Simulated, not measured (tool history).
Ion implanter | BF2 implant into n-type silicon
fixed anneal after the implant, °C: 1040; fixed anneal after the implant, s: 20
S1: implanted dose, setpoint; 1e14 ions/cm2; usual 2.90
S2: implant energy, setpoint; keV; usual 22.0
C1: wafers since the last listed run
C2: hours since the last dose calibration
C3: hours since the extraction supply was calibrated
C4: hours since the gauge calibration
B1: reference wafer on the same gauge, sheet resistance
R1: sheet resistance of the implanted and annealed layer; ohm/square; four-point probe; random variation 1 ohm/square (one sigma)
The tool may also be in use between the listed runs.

run,hour,S1,S2,C1,C2,C3,C4,B1,R1
1,0.0,2.21,22.0,0,1435.8,4834.4,123.4,369.80,515.77
2,32.0,2.21,22.0,333,1467.8,4866.4,155.4,370.26,513.80
3,53.0,2.90,22.0,218,1488.8,4887.4,176.4,370.02,408.83
4,79.3,2.90,22.0,274,1515.1,4913.7,202.7,369.81,409.53
5,102.9,2.90,19.5,246,1538.7,4937.3,226.3,369.90,413.48
6,117.8,2.90,20.5,155,1553.6,4952.2,241.2,369.87,410.85
7,165.8,2.90,20.5,500,1601.6,5000.2,289.2,370.23,412.66
8,180.6,2.90,20.5,154,1616.4,5015.0,304.0,369.88,413.41
# hour 211.9: extraction supply calibrated
9,212.4,2.90,19.0,248,1648.2,0.5,335.8,369.91,414.93
# hour 214.9: gauge calibrated
10,240.6,2.90,19.0,294,1676.4,28.7,25.7,370.48,417.66
11,255.5,2.90,19.0,155,1691.3,43.6,40.6,370.10,415.96
12,270.8,3.26,19.0,159,1706.6,58.9,55.9,370.10,375.47
13,301.9,3.30,26.0,324,1737.7,90.0,87.0,369.86,362.14
14,326.0,2.11,15.0,251,1761.8,114.1,111.1,370.14,559.48
15,344.6,2.90,18.0,193,1780.4,132.7,129.7,370.25,419.11
# hour 357.3: Faraday cup replaced and dose calibrated
16,374.7,3.63,29.5,230,17.4,162.8,159.8,369.63,318.43
17,394.3,2.21,25.0,204,37.0,182.4,179.4,369.92,493.67
18,411.8,2.90,22.0,182,54.5,199.9,196.9,370.05,395.45
19,432.6,2.20,15.5,216,75.3,220.7,217.7,369.78,516.05
20,462.9,2.32,15.0,315,105.6,251.0,248.0,369.49,496.39
21,496.7,2.90,22.0,352,139.4,284.8,281.8,369.75,396.56
22,511.5,2.50,20.0,154,154.2,299.6,296.6,370.01,454.69
# hour 535.5: gauge calibrated
23,544.7,2.90,14.5,346,187.4,332.8,9.2,370.45,411.50
24,579.9,2.90,22.0,367,222.6,368.0,44.4,369.73,396.02

5 ways to go on from here, each from the tool as it stands after run 24. What would each give?
A,580.3,2.90,22.0,4,223.0,368.4,44.8,?,?
B,580.3,2.48,28.0,4,223.0,368.4,44.8,?,?
C,580.3,3.34,17.5,4,223.0,368.4,44.8,?,?
D,580.3,2.08,29.0,4,223.0,368.4,44.8,?,?
E,580.3,2.90,25.5,4,223.0,368.4,44.8,?,?

run,B1,R1
A,369.83,396.72
B,369.83,442.74
C,369.83,359.25
D,369.83,511.36
E,369.83,391.29
Without the tool's hidden state the same runs would have given:
run,R1
A,394.17
B,439.93
C,356.96
D,508.14
E,388.78
